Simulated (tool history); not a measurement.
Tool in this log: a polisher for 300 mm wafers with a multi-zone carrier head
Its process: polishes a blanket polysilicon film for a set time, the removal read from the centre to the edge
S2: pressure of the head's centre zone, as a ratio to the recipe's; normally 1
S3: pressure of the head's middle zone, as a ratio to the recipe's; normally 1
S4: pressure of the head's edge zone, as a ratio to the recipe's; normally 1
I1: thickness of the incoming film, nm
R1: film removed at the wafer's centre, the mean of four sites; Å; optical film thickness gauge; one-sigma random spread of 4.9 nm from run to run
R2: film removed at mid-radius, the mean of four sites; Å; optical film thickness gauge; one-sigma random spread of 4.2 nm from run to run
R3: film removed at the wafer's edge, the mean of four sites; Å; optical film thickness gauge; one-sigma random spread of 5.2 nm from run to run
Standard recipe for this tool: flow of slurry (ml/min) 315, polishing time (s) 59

{"run": 1, "hour": 0.0, "flow of slurry (ml/min)": 315, "S2": 1, "S3": 1, "S4": 1, "polishing time (s)": 59, "I1": 2261.3, "R1": 3674, "R2": 3530, "R3": 3679}
{"hour": 3.9, "done": "worn pad replaced by a new one"}
{"run": 2, "hour": 76.8, "flow of slurry (ml/min)": 315, "S2": 1, "S3": 1, "S4": 1, "polishing time (s)": 59, "I1": 2293.8, "R1": 3828, "R2": 3687, "R3": 3784}
{"run": 3, "hour": 90.2, "flow of slurry (ml/min)": 315, "S2": 1, "S3": 0.93, "S4": 1, "polishing time (s)": 59, "I1": 2248.5, "R1": 3753, "R2": 3413, "R3": 3792}
{"run": 4, "hour": 104.0, "flow of slurry (ml/min)": 315, "S2": 1, "S3": 0.93, "S4": 1, "polishing time (s)": 59, "I1": 2229.2, "R1": 3691, "R2": 3356, "R3": 3766}
{"hour": 115.6, "done": "worn pad replaced by a new one"}
{"hour": 132.9, "done": "slurry nozzle cleaned"}
{"run": 5, "hour": 138.1, "flow of slurry (ml/min)": 315, "S2": 1, "S3": 1, "S4": 1, "polishing time (s)": 59, "I1": 2261.5, "R1": 4083, "R2": 3915, "R3": 4016}
{"run": 6, "hour": 162.8, "flow of slurry (ml/min)": 315, "S2": 1, "S3": 1, "S4": 1, "polishing time (s)": 59, "I1": 2208.3, "R1": 3872, "R2": 3789, "R3": 3875}
{"run": 7, "hour": 188.2, "flow of slurry (ml/min)": 315, "S2": 1, "S3": 1, "S4": 1, "polishing time (s)": 59, "I1": 2234.1, "R1": 3835, "R2": 3568, "R3": 3741}
{"hour": 192.6, "done": "edge zone pressure recalibrated"}
{"run": 8, "hour": 200.8, "flow of slurry (ml/min)": 315, "S2": 1, "S3": 1, "S4": 1, "polishing time (s)": 70, "I1": 2251.5, "R1": 4478, "R2": 4341, "R3": 4446}
{"hour": 227.3, "done": "worn pad replaced by a new one"}
{"run": 9, "hour": 227.8, "flow of slurry (ml/min)": 315, "S2": 1, "S3": 1, "S4": 1, "polishing time (s)": 70, "I1": 2219.5, "R1": 4921, "R2": 4678, "R3": 4990}
{"run": 10, "hour": 257.7, "flow of slurry (ml/min)": 390, "S2": 1, "S3": 1, "S4": 1, "polishing time (s)": 59, "I1": 2266.6, "R1": 4121, "R2": 3931, "R3": 4083}
{"hour": 280.8, "done": "centre zone pressure recalibrated"}
{"run": 11, "hour": 294.1, "flow of slurry (ml/min)": 315, "S2": 1, "S3": 1, "S4": 0.91, "polishing time (s)": 59, "I1": 2223.7, "R1": 3901, "R2": 3672, "R3": 3657}
{"run": 12, "hour": 306.8, "flow of slurry (ml/min)": 315, "S2": 0.91, "S3": 0.92, "S4": 1, "polishing time (s)": 39, "I1": 2257, "R1": 2336, "R2": 2278, "R3": 2516}
{"run": 13, "hour": 321.8, "flow of slurry (ml/min)": 315, "S2": 1, "S3": 1, "S4": 1, "polishing time (s)": 59, "I1": 2239.4, "R1": 3797, "R2": 3629, "R3": 3681}
{"hour": 324.2, "done": "slurry nozzle cleaned"}
{"hour": 330.9, "done": "worn pad replaced by a new one"}
{"run": 14, "hour": 352.5, "flow of slurry (ml/min)": 245, "S2": 0.89, "S3": 1, "S4": 1.04, "polishing time (s)": 59, "I1": 2267.6, "R1": 3543, "R2": 3789, "R3": 4035}
{"run": 15, "hour": 366.7, "flow of slurry (ml/min)": 315, "S2": 1, "S3": 1, "S4": 1, "polishing time (s)": 59, "I1": 2261.8, "R1": 3965, "R2": 3821, "R3": 3931}
{"run": 16, "hour": 393.8, "flow of slurry (ml/min)": 315, "S2": 1, "S3": 1, "S4": 1, "polishing time (s)": 59, "I1": 2246.3, "R1": 3800, "R2": 3789, "R3": 3820}

Estimate the outcome of run 17 from the log above:
{"run": 17, "hour": 409.5, "flow of slurry (ml/min)": 315, "S2": 1, "S3": 1, "S4": 0.93, "polishing time (s)": 59, "I1": 2269, "R1": "?", "R2": "?", "R3": "?"}

Run 17 produced R1 3768 Å, R2 3738 Å, R3 3689 Å.
Had the tool carried no hidden state, the very same run would have given R1 4139 Å, R2 4106 Å, R3 4052 Å.
